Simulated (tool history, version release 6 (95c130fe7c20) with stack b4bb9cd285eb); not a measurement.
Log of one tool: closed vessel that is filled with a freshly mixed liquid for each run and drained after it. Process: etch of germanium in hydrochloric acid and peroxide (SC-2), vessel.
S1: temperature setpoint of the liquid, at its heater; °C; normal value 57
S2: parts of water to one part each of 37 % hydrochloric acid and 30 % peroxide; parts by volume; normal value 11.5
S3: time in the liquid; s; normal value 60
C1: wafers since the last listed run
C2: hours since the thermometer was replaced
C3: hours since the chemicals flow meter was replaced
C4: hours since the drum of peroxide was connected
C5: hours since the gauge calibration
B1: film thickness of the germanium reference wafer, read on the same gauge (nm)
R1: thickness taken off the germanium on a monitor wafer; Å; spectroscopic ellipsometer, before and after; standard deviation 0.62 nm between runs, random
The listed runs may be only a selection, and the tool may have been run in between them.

run    hour    S1    S2  S3     C1     C2     C3     C4     C5     B1      R1
  1       0    57  11.5  60      0  211.9  384.8  330.7  499.4  40.76  1881.1
       19.1  -- gauge calibrated
  2   183.1    57  11.5  60  17334    395  567.9  513.8    164  40.16  1858.6
  3   236.7    57   9.5  60   5074  448.6  621.5  567.4  217.6  40.23  1900.2
  4   294.4    57   9.5  60   5462  506.3  679.2  625.1  275.3  40.37  1895.6
      313.1  -- chemicals flow meter replaced
  5   365.2    57   9.5  45   6608  577.1   52.1  695.9  346.1  40.46  1431.3
  6     398    57   9.5  45   3105  609.9   84.9  728.7  378.9  40.41  1433.1
  7   433.6    57   9.5  45   3370  645.5  120.5  764.3  414.5   40.5  1442.4
      491.1  -- thermometer replaced
  8   535.4    57  11.5  60   9542   44.3  222.3  866.1  516.3  40.61  1871.7
      622.9  -- gauge calibrated
        692  -- new drum of peroxide connected
  9   698.5  54.5  17.5  45  15346  207.4  385.4    6.5   75.6  40.07  1212.1
 10   734.3    57   9.5  60   3389  243.2  421.2   42.3  111.4  40.08  1886.2
 11   778.1    57  11.5  80   4146    287    465   86.1  155.2  40.14  2477.6
 12   846.2  63.5    15  50   6447  355.1  533.1  154.2  223.3  40.17  1796.6
 13   918.5    54    15  50   6844  427.4  605.4  226.5  295.6  40.37  1370.4
 14   945.2    57  11.5  60   2527  454.1  632.1  253.2  322.3  40.36  1863.1
      954.5  -- chemicals flow meter replaced
 15   993.5    57   9.5  60   4477  502.4     39  301.5  370.6  40.45  1912.6
 16  1039.5  59.5     7  70   4354  548.4     85  347.5  416.6  40.52  2464.9

What if the next run were any one of these 4? Each begins from the tool's condition after run 16:
  A  1040.2  52.5  11.5  60  66  549.1  85.7  348.2  417.3   ?   ?
  B  1040.2    52    10  35  66  549.1  85.7  348.2  417.3   ?   ?
  C  1040.2  49.5  11.5  60  66  549.1  85.7  348.2  417.3   ?   ?
  D  1040.2    57     8  60  66  549.1  85.7  348.2  417.3   ?   ?

run     B1      R1
  A  40.48    1633
  B  40.48   952.1
  C  40.48  1487.8
  D  40.48  1939.6
What these runs would have given with no unlogged condition in the tool:
run      R1
  A  1612.5
  B   940.1
  C  1469.2
  D  1915.3
